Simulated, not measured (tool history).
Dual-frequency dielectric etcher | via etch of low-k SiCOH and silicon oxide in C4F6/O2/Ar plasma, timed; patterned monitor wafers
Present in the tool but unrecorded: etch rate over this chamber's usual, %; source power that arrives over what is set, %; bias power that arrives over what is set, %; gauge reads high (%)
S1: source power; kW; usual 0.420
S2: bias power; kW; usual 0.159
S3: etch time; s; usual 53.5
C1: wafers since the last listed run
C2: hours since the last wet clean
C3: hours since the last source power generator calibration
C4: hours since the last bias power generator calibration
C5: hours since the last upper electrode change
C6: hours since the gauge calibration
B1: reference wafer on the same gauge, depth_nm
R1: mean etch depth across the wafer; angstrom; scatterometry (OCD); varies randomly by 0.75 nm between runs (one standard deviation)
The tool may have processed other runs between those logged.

Run 1, day 0.000: usual settings; C1 0; C2 86.2; C3 855.0; C4 1091.3; C5 3410.5; C6 282.1; B1 149.0. Result: R1 1425 angstrom.
Run 2, day 1.817: usual settings; C1 311; C2 129.8; C3 898.6; C4 1134.9; C5 3454.1; C6 325.7; B1 149.0. Result: R1 1409 angstrom.
Run 3, day 4.721: usual settings; C1 497; C2 199.5; C3 968.3; C4 1204.6; C5 3523.8; C6 395.4; B1 149.0. Result: R1 1408 angstrom.
Run 4, day 5.850: usual settings; C1 193; C2 226.6; C3 995.4; C4 1231.7; C5 3550.9; C6 422.5; B1 148.9. Result: R1 1411 angstrom.
Run 5, day 7.696: usual settings; C1 316; C2 270.9; C3 1039.7; C4 1276.0; C5 3595.2; C6 466.8; B1 149.0. Result: R1 1408 angstrom.
Run 6, day 9.842: usual settings; C1 367; C2 322.4; C3 1091.2; C4 1327.5; C5 3646.7; C6 518.3; B1 149.2. Result: R1 1408 angstrom.
Run 7, day 11.492: usual settings; C1 282; C2 362.0; C3 1130.8; C4 1367.1; C5 3686.3; C6 557.9; B1 148.8. Result: R1 1403 angstrom.
At day 16.292: gauge calibrated.
Run 8, day 16.829: usual settings; C1 914; C2 490.1; C3 1258.9; C4 1495.2; C5 3814.4; C6 12.9; B1 149.2. Result: R1 1409 angstrom.
At day 18.208: wet clean of the chamber.
Run 9, day 18.442: usual settings; C1 104; C2 5.6; C3 1297.6; C4 1533.9; C5 3853.1; C6 51.6; B1 149.0. Result: R1 1402 angstrom.
Run 10, day 22.925: usual settings; C1 768; C2 113.2; C3 1405.2; C4 1641.5; C5 3960.7; C6 159.2; B1 148.8. Result: R1 1391 angstrom.
Run 11, day 24.000: usual settings but S1 0.460 kW, S2 0.148 kW; C1 184; C2 139.0; C3 1431.0; C4 1667.3; C5 3986.5; C6 185.0; B1 149.0. Result: R1 1430 angstrom.
Run 12, day 25.704: usual settings but S1 0.460 kW, S2 0.148 kW; C1 292; C2 179.9; C3 1471.9; C4 1708.2; C5 4027.4; C6 225.9; B1 149.1. Result: R1 1429 angstrom.
Run 13, day 27.892: usual settings but S1 0.460 kW, S2 0.148 kW; C1 374; C2 232.4; C3 1524.4; C4 1760.7; C5 4079.9; C6 278.4; B1 149.2. Result: R1 1423 angstrom.
Run 14, day 30.775: usual settings but S1 0.440 kW, S3 62.0 s; C1 494; C2 301.6; C3 1593.6; C4 1829.9; C5 4149.1; C6 347.6; B1 149.0. Result: R1 1667 angstrom.
At day 33.625: upper electrode replaced.
Run 15, day 33.646: usual settings but S1 0.440 kW, S3 62.0 s; C1 320; C2 370.5; C3 1662.5; C4 1898.8; C5 0.5; C6 416.5; B1 148.9. Result: R1 1666 angstrom.
Run 16, day 34.717: usual settings; C1 183; C2 396.2; C3 1688.2; C4 1924.5; C5 26.2; C6 442.2; B1 148.9. Result: R1 1391 angstrom.
Run 17, day 36.446: usual settings but S3 63.0 s; C1 296; C2 437.7; C3 1729.7; C4 1966.0; C5 67.7; C6 483.7; B1 149.0. Result: R1 1657 angstrom.
Run 18, day 37.562: usual settings but S2 0.139 kW, S3 64.5 s; C1 191; C2 464.5; C3 1756.5; C4 1992.8; C5 94.5; C6 510.5; B1 149.1. Result: R1 1581 angstrom.
At day 38.208: source power generator calibrated.
At day 40.275: bias power generator calibrated.
Run 19, day 40.512: usual settings but S1 0.390 kW; C1 448; C2 535.3; C3 55.3; C4 5.7; C5 165.3; C6 581.3; B1 148.9. Result: R1 1378 angstrom.
Run 20, day 41.704: usual settings; C1 204; C2 563.9; C3 83.9; C4 34.3; C5 193.9; C6 609.9; B1 149.1. Result: R1 1431 angstrom.
At day 42.729: wet clean of the chamber.
Run 21, day 43.188: usual settings but S3 44.5 s; C1 82; C2 11.0; C3 119.5; C4 69.9; C5 229.5; C6 645.5; B1 149.0. Result: R1 1187 angstrom.
At day 44.850: gauge calibrated.
Run 22, day 45.458: usual settings but S3 63.0 s; C1 389; C2 65.5; C3 174.0; C4 124.4; C5 284.0; C6 14.6; B1 149.1. Result: R1 1684 angstrom.
Run 23, day 47.471: usual settings but S1 0.330 kW, S2 0.143 kW; C1 344; C2 113.8; C3 222.3; C4 172.7; C5 332.3; C6 62.9; B1 148.8. Result: R1 1191 angstrom.
Run 24, day 49.033: usual settings but S1 0.330 kW, S3 45.5 s; C1 267; C2 151.3; C3 259.8; C4 210.2; C5 369.8; C6 100.4; B1 149.2. Result: R1 1059 angstrom.
Run 25, day 50.067: usual settings but S1 0.370 kW, S3 43.0 s; C1 177; C2 176.1; C3 284.6; C4 235.0; C5 394.6; C6 125.2; B1 148.9. Result: R1 1065 angstrom.
Run 26, day 51.317: usual settings but S2 0.139 kW, S3 64.5 s; C1 214; C2 206.1; C3 314.6; C4 265.0; C5 424.6; C6 155.2; B1 148.9. Result: R1 1651 angstrom.
Run 27, day 54.088: usual settings but S1 0.450 kW, S2 0.138 kW, S3 44.0 s; C1 474; C2 272.6; C3 381.1; C4 331.5; C5 491.1; C6 221.7; B1 149.0. Result: R1 1152 angstrom.
Run 28, day 55.700: usual settings but S2 0.171 kW, S3 38.0 s; C1 276; C2 311.3; C3 419.8; C4 370.2; C5 529.8; C6 260.4; B1 149.0. Result: R1 1052 angstrom.
Run 29, day 57.625: usual settings but S1 0.370 kW, S2 0.138 kW; C1 329; C2 357.5; C3 466.0; C4 416.4; C5 576.0; C6 306.6; B1 149.0. Result: R1 1264 angstrom.
Run 30, day 59.029: usual settings but S2 0.139 kW, S3 64.5 s; C1 240; C2 391.2; C3 499.7; C4 450.1; C5 609.7; C6 340.3; B1 148.8. Result: R1 1641 angstrom.
Run 31, day 61.967: usual settings but S1 0.510 kW, S2 0.132 kW, S3 38.0 s; C1 503; C2 461.7; C3 570.2; C4 520.6; C5 680.2; C6 410.8; B1 149.1. Result: R1 1045 angstrom.

Each row is a separate what-if for the run after 31, all from the same tool condition, not one after another. Results?
Run A, day 61.983: usual settings; C1 2; C2 462.1; C3 570.6; C4 521.0; C5 680.6; C6 411.2; B1 ?. Result: R1 ?.
Run B, day 61.983: usual settings but S1 0.510 kW, S2 0.123 kW; C1 2; C2 462.1; C3 570.6; C4 521.0; C5 680.6; C6 411.2; B1 ?. Result: R1 ?.
Run C, day 61.983: usual settings but S3 65.0 s; C1 2; C2 462.1; C3 570.6; C4 521.0; C5 680.6; C6 411.2; B1 ?. Result: R1 ?.

run     B1    R1
  A  148.8  1420
  B  148.8  1434
  C  148.8  1725
What these runs would have given with no unlogged condition in the tool:
run    R1
  A  1429
  B  1444
  C  1736

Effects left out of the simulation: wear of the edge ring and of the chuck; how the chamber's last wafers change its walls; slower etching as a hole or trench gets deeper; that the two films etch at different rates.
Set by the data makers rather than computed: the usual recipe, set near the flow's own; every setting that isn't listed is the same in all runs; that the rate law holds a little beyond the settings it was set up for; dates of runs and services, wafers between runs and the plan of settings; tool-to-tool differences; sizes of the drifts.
